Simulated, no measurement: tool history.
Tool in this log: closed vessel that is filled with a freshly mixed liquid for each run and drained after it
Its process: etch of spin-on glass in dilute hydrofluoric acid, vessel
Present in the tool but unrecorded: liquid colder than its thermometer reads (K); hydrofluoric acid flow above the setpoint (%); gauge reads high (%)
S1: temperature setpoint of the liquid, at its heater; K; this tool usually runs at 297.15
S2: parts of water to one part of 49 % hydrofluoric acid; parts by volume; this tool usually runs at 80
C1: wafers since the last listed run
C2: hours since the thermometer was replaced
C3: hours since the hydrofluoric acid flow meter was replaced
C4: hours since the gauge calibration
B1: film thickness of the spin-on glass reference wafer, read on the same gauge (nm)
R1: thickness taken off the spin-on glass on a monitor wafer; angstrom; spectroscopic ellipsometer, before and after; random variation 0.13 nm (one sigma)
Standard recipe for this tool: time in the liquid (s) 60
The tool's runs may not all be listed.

run 1 hour=0 | S1=295.65 S2=80 time_in_the_liquid_(s)=60 | C1=0 C2=1084.3 C3=143.8 C4=1366.8 | B1=135.39 | R1=322.1
run 2 hour=71.4 | S1=300.65 S2=80 time_in_the_liquid_(s)=60 | C1=5857 C2=1155.7 C3=215.2 C4=1438.2 | B1=135.36 | R1=395.8
run 3 hour=108.6 | S1=300.65 S2=80 time_in_the_liquid_(s)=60 | C1=3051 C2=1192.9 C3=252.4 C4=1475.4 | B1=135.36 | R1=394.6
run 4 hour=164.9 | S1=300.65 S2=80 time_in_the_liquid_(s)=60 | C1=4618 C2=1249.2 C3=308.7 C4=1531.7 | B1=135.31 | R1=396.4
run 5 hour=199.6 | S1=297.15 S2=80 time_in_the_liquid_(s)=60 | C1=2846 C2=1283.9 C3=343.4 C4=1566.4 | B1=135.3 | R1=344.9
run 6 hour=265.2 | S1=297.15 S2=80 time_in_the_liquid_(s)=60 | C1=5381 C2=1349.5 C3=409 C4=1632 | B1=135.25 | R1=346.2
-- hour=270.4 gauge calibrated
-- hour=287.6 hydrofluoric acid flow meter replaced
run 7 hour=292.5 | S1=297.15 S2=95 time_in_the_liquid_(s)=60 | C1=2157 C2=1376.8 C3=4.9 C4=22.1 | B1=139.37 | R1=292.3
run 8 hour=345.9 | S1=297.15 S2=95 time_in_the_liquid_(s)=60 | C1=4380 C2=1430.2 C3=58.3 C4=75.5 | B1=138.93 | R1=291.9
run 9 hour=415.5 | S1=297.15 S2=80 time_in_the_liquid_(s)=60 | C1=5709 C2=1499.8 C3=127.9 C4=145.1 | B1=138.46 | R1=352.9
run 10 hour=501.7 | S1=297.15 S2=80 time_in_the_liquid_(s)=60 | C1=7071 C2=1586 C3=214.1 C4=231.3 | B1=137.9 | R1=350.8
run 11 hour=570.2 | S1=297.15 S2=80 time_in_the_liquid_(s)=60 | C1=5619 C2=1654.5 C3=282.6 C4=299.8 | B1=137.55 | R1=349.6
run 12 hour=600.2 | S1=297.15 S2=80 time_in_the_liquid_(s)=60 | C1=2461 C2=1684.5 C3=312.6 C4=329.8 | B1=137.42 | R1=346.6
run 13 hour=635.2 | S1=301.15 S2=80 time_in_the_liquid_(s)=60 | C1=2871 C2=1719.5 C3=347.6 C4=364.8 | B1=137.23 | R1=408.5
run 14 hour=670.4 | S1=292.15 S2=50 time_in_the_liquid_(s)=90 | C1=2887 C2=1754.7 C3=382.8 C4=400 | B1=137.12 | R1=705
run 15 hour=731.5 | S1=292.65 S2=80 time_in_the_liquid_(s)=30 | C1=5012 C2=1815.8 C3=443.9 C4=461.1 | B1=136.85 | R1=145.3
run 16 hour=758.1 | S1=293.15 S2=80 time_in_the_liquid_(s)=60 | C1=2182 C2=1842.4 C3=470.5 C4=487.7 | B1=136.74 | R1=295.6
run 17 hour=792.4 | S1=295.15 S2=65 time_in_the_liquid_(s)=50 | C1=2813 C2=1876.7 C3=504.8 C4=522 | B1=136.63 | R1=334
run 18 hour=842.1 | S1=297.15 S2=50 time_in_the_liquid_(s)=30 | C1=4077 C2=1926.4 C3=554.5 C4=571.7 | B1=136.48 | R1=287.4
-- hour=849.5 hydrofluoric acid flow meter replaced
run 19 hour=912.8 | S1=297.15 S2=80 time_in_the_liquid_(s)=60 | C1=5717 C2=1997.1 C3=63.3 C4=642.4 | B1=136.29 | R1=344.1
run 20 hour=983.1 | S1=297.15 S2=80 time_in_the_liquid_(s)=60 | C1=5766 C2=2067.4 C3=133.6 C4=712.7 | B1=136.12 | R1=348.7
run 21 hour=1019.2 | S1=297.15 S2=110 time_in_the_liquid_(s)=60 | C1=2961 C2=2103.5 C3=169.7 C4=748.8 | B1=136.04 | R1=243.4
run 22 hour=1188.4 | S1=297.15 S2=100 time_in_the_liquid_(s)=60 | C1=13880 C2=2272.7 C3=338.9 C4=918 | B1=135.7 | R1=267.8
run 23 hour=1213.6 | S1=297.15 S2=50 time_in_the_liquid_(s)=75 | C1=2067 C2=2297.9 C3=364.1 C4=943.2 | B1=135.67 | R1=715.9
-- hour=1227.4 thermometer replaced
run 24 hour=1271.7 | S1=297.15 S2=80 time_in_the_liquid_(s)=90 | C1=4684 C2=44.3 C3=422.2 C4=1001.3 | B1=135.61 | R1=518.8
-- hour=1290.1 hydrofluoric acid flow meter replaced
run 25 hour=1313 | S1=297.15 S2=80 time_in_the_liquid_(s)=85 | C1=3305 C2=85.6 C3=22.9 C4=1042.6 | B1=135.54 | R1=485.5
run 26 hour=1371.2 | S1=297.15 S2=80 time_in_the_liquid_(s)=60 | C1=4774 C2=143.8 C3=81.1 C4=1100.8 | B1=135.49 | R1=344.5
run 27 hour=1397 | S1=297.15 S2=65 time_in_the_liquid_(s)=80 | C1=2116 C2=169.6 C3=106.9 C4=1126.6 | B1=135.47 | R1=577.7
run 28 hour=1438.3 | S1=297.15 S2=80 time_in_the_liquid_(s)=60 | C1=3388 C2=210.9 C3=148.2 C4=1167.9 | B1=135.41 | R1=344.6
run 29 hour=1467.5 | S1=297.15 S2=120 time_in_the_liquid_(s)=30 | C1=2395 C2=240.1 C3=177.4 C4=1197.1 | B1=135.38 | R1=108.7
run 30 hour=1496.9 | S1=301.15 S2=80 time_in_the_liquid_(s)=90 | C1=2411 C2=269.5 C3=206.8 C4=1226.5 | B1=135.33 | R1=606.3
run 31 hour=1560.4 | S1=297.15 S2=80 time_in_the_liquid_(s)=60 | C1=5209 C2=333 C3=270.3 C4=1290 | B1=135.32 | R1=342.6
run 32 hour=1613 | S1=300.65 S2=80 time_in_the_liquid_(s)=60 | C1=4314 C2=385.6 C3=322.9 C4=1342.6 | B1=135.27 | R1=394.6
-- hour=1614.7 gauge calibrated
run 33 hour=1657.4 | S1=297.15 S2=80 time_in_the_liquid_(s)=60 | C1=3642 C2=430 C3=367.3 C4=42.7 | B1=139.92 | R1=355.9
run 34 hour=1692.3 | S1=297.15 S2=80 time_in_the_liquid_(s)=60 | C1=2862 C2=464.9 C3=402.2 C4=77.6 | B1=139.63 | R1=353.5

What differs in the tool's unlogged condition from the final listed run ahead of each entry between runs to the first listed run following it?
In the gap between runs 6 and 7: gauge calibrated (hour 270.4); hydrofluoric acid flow meter replaced (hour 287.6)
  gauge reads high (%): -3.39 -> -0.449
  difference, measured minus the result without the unlogged condition, R1: -12.1 -> -1.3 angstrom
In the gap between runs 18 and 19: hydrofluoric acid flow meter replaced (hour 849.5)
  gauge reads high (%): -2.52 -> -2.66
  difference, measured minus the result without the unlogged condition, R1: -7.4 -> -9.4 angstrom
In the gap between runs 23 and 24: thermometer replaced (hour 1227.4)
  gauge reads high (%): -3.09 -> -3.15
  difference, measured minus the result without the unlogged condition, R1: -22.8 -> -16.8 angstrom
In the gap between runs 24 and 25: hydrofluoric acid flow meter replaced (hour 1290.1)
  gauge reads high (%): -3.15 -> -3.18
  difference, measured minus the result without the unlogged condition, R1: -16.8 -> -15.9 angstrom
In the gap between runs 32 and 33: gauge calibrated (hour 1614.7)
  gauge reads high (%): -3.38 -> -0.076
  difference, measured minus the result without the unlogged condition, R1: -13.8 -> -0.3 angstrom
